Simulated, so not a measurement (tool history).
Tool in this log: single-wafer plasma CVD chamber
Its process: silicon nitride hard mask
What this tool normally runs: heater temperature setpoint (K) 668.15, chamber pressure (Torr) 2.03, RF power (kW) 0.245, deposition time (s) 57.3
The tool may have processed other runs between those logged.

| run | day | heater temperature setpoint (K) | chamber pressure (Torr) | RF power (kW) | deposition time (s) | read-back reference wafer on the same gauge, thickness_nm | mean film thickness on the monitor wafer (angstrom) |
|---|---|---|---|---|---|---|---|
| 1 | 0 | 679.15 | 2.03 | 0.245 | 57.3 | 68.316 | 600.17 |
| 2 | 1.721 | 679.15 | 2.03 | 0.245 | 57.3 | 68.332 | 597.95 |
| 3 | 2.15 | 668.15 | 2.03 | 0.245 | 57.3 | 68.309 | 601.11 |
| 4 | 2.646 | 668.15 | 2.03 | 0.23 | 57.3 | 68.314 | 580.53 |
| 5 | 3.054 | 668.15 | 2.03 | 0.23 | 57.3 | 68.301 | 579.87 |
| 6 | 3.475 | 668.15 | 2.18 | 0.255 | 57.3 | 68.313 | 629.43 |
| 7 | 3.954 | 668.15 | 2.18 | 0.255 | 57.3 | 68.308 | 629.63 |
| 8 | 4.442 | 668.15 | 2.18 | 0.255 | 57.3 | 68.314 | 629.91 |
|  | 4.892 | RF generator calibrated |
| 9 | 5.067 | 668.15 | 2.03 | 0.245 | 57.3 | 68.264 | 586.72 |
| 10 | 5.746 | 668.15 | 2.03 | 0.245 | 57.3 | 68.327 | 586.44 |

Predict the results of run 11:
|  | 6.412 | showerhead replaced |
| 11 | 6.433 | 653.15 | 1.64 | 0.2 | 54.2 | ? | ? |

For run 11 the tool returned read-back reference wafer on the same gauge, thickness_nm 68.33, mean film thickness on the monitor wafer (angstrom) 455.22.
Had the tool carried no hidden state, the very same run would have given mean film thickness on the monitor wafer (angstrom) 484.47.

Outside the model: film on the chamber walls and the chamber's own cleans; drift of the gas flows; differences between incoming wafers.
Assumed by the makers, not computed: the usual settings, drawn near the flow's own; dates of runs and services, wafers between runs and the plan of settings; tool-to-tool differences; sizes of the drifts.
